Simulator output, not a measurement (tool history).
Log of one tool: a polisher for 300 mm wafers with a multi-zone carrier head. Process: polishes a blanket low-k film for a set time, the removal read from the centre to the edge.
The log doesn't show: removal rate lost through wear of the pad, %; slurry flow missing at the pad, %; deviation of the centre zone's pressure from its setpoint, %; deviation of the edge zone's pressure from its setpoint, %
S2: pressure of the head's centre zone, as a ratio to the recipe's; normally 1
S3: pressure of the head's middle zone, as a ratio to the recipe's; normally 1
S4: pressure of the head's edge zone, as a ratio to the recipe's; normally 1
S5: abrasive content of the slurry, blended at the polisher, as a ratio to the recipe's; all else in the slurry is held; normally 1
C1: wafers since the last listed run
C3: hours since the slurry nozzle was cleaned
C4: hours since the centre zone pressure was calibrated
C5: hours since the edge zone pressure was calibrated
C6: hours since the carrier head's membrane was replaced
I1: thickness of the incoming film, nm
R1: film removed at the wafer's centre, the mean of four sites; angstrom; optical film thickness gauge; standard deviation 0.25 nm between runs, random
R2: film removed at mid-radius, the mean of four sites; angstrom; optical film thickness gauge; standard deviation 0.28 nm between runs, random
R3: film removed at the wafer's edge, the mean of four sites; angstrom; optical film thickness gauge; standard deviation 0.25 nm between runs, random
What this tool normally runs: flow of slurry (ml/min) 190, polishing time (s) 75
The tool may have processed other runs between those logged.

run 1 hour=0 | flow_of_slurry_(ml/min)=190 S2=1 S3=1 S4=1 S5=1 polishing_time_(s)=75 | C1=0 wafers_polished_on_this_pad=674 C3=151.7 C4=218.8 C5=992.1 C6=1124.2 | I1=719.6 | R1=243 R2=220 R3=209
run 2 hour=15.3 | flow_of_slurry_(ml/min)=160 S2=1 S3=1 S4=1 S5=1 polishing_time_(s)=75 | C1=145 wafers_polished_on_this_pad=819 C3=167 C4=234.1 C5=1007.4 C6=1139.5 | I1=718.2 | R1=236 R2=206 R3=208
-- hour=21.7 worn pad replaced by a new one
run 3 hour=26 | flow_of_slurry_(ml/min)=160 S2=1 S3=1 S4=1 S5=1 polishing_time_(s)=75 | C1=63 wafers_polished_on_this_pad=40 C3=177.7 C4=244.8 C5=1018.1 C6=1150.2 | I1=718.1 | R1=235 R2=208 R3=203
run 4 hour=39.6 | flow_of_slurry_(ml/min)=160 S2=1 S3=1 S4=1 S5=1 polishing_time_(s)=75 | C1=129 wafers_polished_on_this_pad=170 C3=191.3 C4=258.4 C5=1031.7 C6=1163.8 | I1=713.9 | R1=233 R2=209 R3=208
run 5 hour=46.6 | flow_of_slurry_(ml/min)=190 S2=1 S3=1 S4=1 S5=1 polishing_time_(s)=75 | C1=66 wafers_polished_on_this_pad=236 C3=198.3 C4=265.4 C5=1038.7 C6=1170.8 | I1=716.9 | R1=235 R2=214 R3=211
run 6 hour=60 | flow_of_slurry_(ml/min)=190 S2=1 S3=1 S4=1 S5=1 polishing_time_(s)=75 | C1=127 wafers_polished_on_this_pad=364 C3=211.7 C4=278.8 C5=1052.1 C6=1184.2 | I1=729 | R1=240 R2=212 R3=209
run 7 hour=92.8 | flow_of_slurry_(ml/min)=240 S2=1 S3=1 S4=1 S5=1.15 polishing_time_(s)=75 | C1=311 wafers_polished_on_this_pad=675 C3=244.5 C4=311.6 C5=1084.9 C6=1217 | I1=731.4 | R1=264 R2=226 R3=226
-- hour=98 slurry nozzle cleaned
-- hour=104.1 worn pad replaced by a new one
-- hour=122.7 edge zone pressure recalibrated
run 8 hour=146.6 | flow_of_slurry_(ml/min)=190 S2=1 S3=1 S4=1 S5=1 polishing_time_(s)=75 | C1=444 wafers_polished_on_this_pad=384 C3=48.6 C4=365.4 C5=23.9 C6=1270.8 | I1=723.1 | R1=247 R2=213 R3=210
run 9 hour=161.9 | flow_of_slurry_(ml/min)=190 S2=1 S3=1 S4=1 S5=1 polishing_time_(s)=75 | C1=145 wafers_polished_on_this_pad=530 C3=63.9 C4=380.7 C5=39.2 C6=1286.1 | I1=719.2 | R1=244 R2=215 R3=210
run 10 hour=168.6 | flow_of_slurry_(ml/min)=190 S2=1.08 S3=0.88 S4=1.08 S5=1 polishing_time_(s)=75 | C1=63 wafers_polished_on_this_pad=594 C3=70.6 C4=387.4 C5=45.9 C6=1292.8 | I1=716.6 | R1=266 R2=193 R3=218
-- hour=174.1 centre zone pressure recalibrated
run 11 hour=179.9 | flow_of_slurry_(ml/min)=215 S2=1 S3=1 S4=1 S5=1 polishing_time_(s)=62 | C1=88 wafers_polished_on_this_pad=682 C3=81.9 C4=5.8 C5=57.2 C6=1304.1 | I1=734.8 | R1=185 R2=177 R3=176
-- hour=192.6 worn pad replaced by a new one
run 12 hour=195.3 | flow_of_slurry_(ml/min)=190 S2=1 S3=1 S4=1.06 S5=0.85 polishing_time_(s)=75 | C1=108 wafers_polished_on_this_pad=25 C3=97.3 C4=21.2 C5=72.6 C6=1319.5 | I1=718.6 | R1=209 R2=206 R3=204
-- hour=201.5 carrier head's membrane replaced by a new one
run 13 hour=204.1 | flow_of_slurry_(ml/min)=190 S2=1 S3=1 S4=1 S5=1 polishing_time_(s)=75 | C1=36 wafers_polished_on_this_pad=61 C3=106.1 C4=30 C5=81.4 C6=2.6 | I1=723.1 | R1=222 R2=215 R3=208
run 14 hour=217.6 | flow_of_slurry_(ml/min)=190 S2=1 S3=1 S4=1 S5=1 polishing_time_(s)=75 | C1=128 wafers_polished_on_this_pad=190 C3=119.6 C4=43.5 C5=94.9 C6=16.1 | I1=719.1 | R1=222 R2=210 R3=208
run 15 hour=234.4 | flow_of_slurry_(ml/min)=155 S2=1 S3=1 S4=0.93 S5=1.1 polishing_time_(s)=75 | C1=159 wafers_polished_on_this_pad=349 C3=136.4 C4=60.3 C5=111.7 C6=32.9 | I1=733.7 | R1=228 R2=214 R3=206
run 16 hour=247.9 | flow_of_slurry_(ml/min)=190 S2=0.92 S3=1 S4=1 S5=1 polishing_time_(s)=75 | C1=128 wafers_polished_on_this_pad=478 C3=149.9 C4=73.8 C5=125.2 C6=46.4 | I1=732.6 | R1=209 R2=217 R3=207
run 17 hour=265.6 | flow_of_slurry_(ml/min)=190 S2=1 S3=0.89 S4=1 S5=1 polishing_time_(s)=75 | C1=168 wafers_polished_on_this_pad=646 C3=167.6 C4=91.5 C5=142.9 C6=64.1 | I1=709.4 | R1=234 R2=199 R3=210
-- hour=275 worn pad replaced by a new one
run 18 hour=275.5 | flow_of_slurry_(ml/min)=190 S2=1 S3=0.96 S4=1 S5=1.25 polishing_time_(s)=75 | C1=56 wafers_polished_on_this_pad=5 C3=177.5 C4=101.4 C5=152.8 C6=74 | I1=710.3 | R1=251 R2=223 R3=228
run 19 hour=280.6 | flow_of_slurry_(ml/min)=190 S2=1 S3=1 S4=1 S5=1 polishing_time_(s)=75 | C1=48 wafers_polished_on_this_pad=53 C3=182.6 C4=106.5 C5=157.9 C6=79.1 | I1=718.4 | R1=234 R2=213 R3=214
run 20 hour=289.9 | flow_of_slurry_(ml/min)=190 S2=1.05 S3=1 S4=1 S5=1.2 polishing_time_(s)=75 | C1=88 wafers_polished_on_this_pad=141 C3=191.9 C4=115.8 C5=167.2 C6=88.4 | I1=710.1 | R1=263 R2=232 R3=222
run 21 hour=297.7 | flow_of_slurry_(ml/min)=190 S2=1 S3=1 S4=0.91 S5=1 polishing_time_(s)=75 | C1=74 wafers_polished_on_this_pad=216 C3=199.7 C4=123.6 C5=175 C6=96.2 | I1=714.3 | R1=239 R2=213 R3=202

Branching from run 21: 5 alternative next runs. What would each branch give?
run A hour=298.1 | flow_of_slurry_(ml/min)=190 S2=1 S3=1 S4=1 S5=1 polishing_time_(s)=75 | C1=3 wafers_polished_on_this_pad=219 C3=200.1 C4=124 C5=175.4 C6=96.6 | I1=710.2 | R1=? R2=? R3=?
run B hour=298.1 | flow_of_slurry_(ml/min)=225 S2=1 S3=1 S4=1.04 S5=0.8 polishing_time_(s)=82 | C1=3 wafers_polished_on_this_pad=219 C3=200.1 C4=124 C5=175.4 C6=96.6 | I1=710.2 | R1=? R2=? R3=?
run C hour=298.1 | flow_of_slurry_(ml/min)=190 S2=0.95 S3=1 S4=1 S5=0.8 polishing_time_(s)=56 | C1=3 wafers_polished_on_this_pad=219 C3=200.1 C4=124 C5=175.4 C6=96.6 | I1=710.2 | R1=? R2=? R3=?
run D hour=298.1 | flow_of_slurry_(ml/min)=165 S2=1 S3=1 S4=1 S5=1 polishing_time_(s)=75 | C1=3 wafers_polished_on_this_pad=219 C3=200.1 C4=124 C5=175.4 C6=96.6 | I1=710.2 | R1=? R2=? R3=?
run E hour=298.1 | flow_of_slurry_(ml/min)=190 S2=1 S3=1 S4=0.94 S5=1.3 polishing_time_(s)=75 | C1=3 wafers_polished_on_this_pad=219 C3=200.1 C4=124 C5=175.4 C6=96.6 | I1=710.2 | R1=? R2=? R3=?

run=A R1=234 R2=210 R3=211
run=B R1=240 R2=216 R3=219
run=C R1=152 R2=144 R3=145
run=D R1=229 R2=206 R3=208
run=E R1=257 R2=231 R3=225
With no hidden state in the tool, these same runs would have given:
run=A R1=214 R2=210 R3=211
run=B R1=220 R2=216 R3=219
run=C R1=140 R2=144 R3=145
run=D R1=210 R2=206 R3=208
run=E R1=235 R2=231 R3=225
